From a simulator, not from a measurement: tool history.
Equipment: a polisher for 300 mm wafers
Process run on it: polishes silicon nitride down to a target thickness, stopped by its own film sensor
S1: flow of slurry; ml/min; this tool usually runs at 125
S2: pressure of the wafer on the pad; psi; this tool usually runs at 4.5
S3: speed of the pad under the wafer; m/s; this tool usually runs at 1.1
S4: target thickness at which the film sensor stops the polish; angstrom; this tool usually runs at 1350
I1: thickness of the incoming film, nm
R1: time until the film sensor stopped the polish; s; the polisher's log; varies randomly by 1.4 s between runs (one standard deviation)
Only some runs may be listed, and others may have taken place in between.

run	day	S1	S2	S3	S4	I1	R1
1	0	125	4.5	1.1	1350	313.1	78
2	2.629	125	4.5	1.1	1350	311	80.8
3	4.758	125	5.2	1.1	1350	306.9	67.7
4	6.258	125	4.5	1.1	1350	307.8	79.7
# day 7.917: worn pad replaced by a new one
5	8.808	125	4.5	1.1	1350	315.9	81.1
6	10.85	125	4.5	1.1	1350	310.3	79.5
7	11.871	125	4.5	1.1	1350	303.8	75.8
8	13.154	105	4.5	1.1	1350	312.3	83.2
9	14.608	105	4.5	1.1	1350	307.1	79.5
10	16.871	105	4.5	1.1	1350	308.6	80.4
# day 17.046: worn pad replaced by a new one
11	18.025	125	4.5	1.24	1350	308.9	71.7
# day 19.35: slurry nozzle cleaned
12	19.692	125	5.2	1.1	1350	309.6	69.3
13	21.775	100	5.1	1.1	1350	315.6	72.5
14	24.071	140	3.1	1.22	790	312.5	140.1
# day 24.562: worn pad replaced by a new one
# day 25.396: head pressure recalibrated
15	26.671	90	4.9	1.4	1600	309.8	56.7
16	29.221	125	4.5	1.1	1760	308.9	59.6
17	32.067	125	5.6	1.3	1350	309.3	55.4
# day 33.233: worn pad replaced by a new one
18	33.254	160	3.6	1.44	1030	307	91.9
19	35.492	145	5.8	1.22	1150	308.4	62.9
20	36.667	125	3.6	1.1	1690	305.4	76.6
21	38.908	125	4.5	1.1	1350	315.3	80.8
# day 39.954: slurry nozzle cleaned
# day 41.783: worn pad replaced by a new one
22	41.804	85	5.8	1.1	1350	313.5	69.2
23	43.583	125	4.5	1.1	1350	304.4	78.1

What if the next run were any one of these 4? Each begins from the tool's condition after run 23:
A	43.6	125	4.5	1.1	800	310.7	?
B	43.6	100	4.5	1.1	1530	310.7	?
C	43.6	110	4.5	1.1	1920	310.7	?
D	43.6	85	4.5	0.9	1350	310.7	?

run	R1
A	104.5
B	74.3
C	55
D	100.3
Without the tool's hidden state the same runs would have given:
run	R1
A	104.5
B	74.3
C	55
D	100.3

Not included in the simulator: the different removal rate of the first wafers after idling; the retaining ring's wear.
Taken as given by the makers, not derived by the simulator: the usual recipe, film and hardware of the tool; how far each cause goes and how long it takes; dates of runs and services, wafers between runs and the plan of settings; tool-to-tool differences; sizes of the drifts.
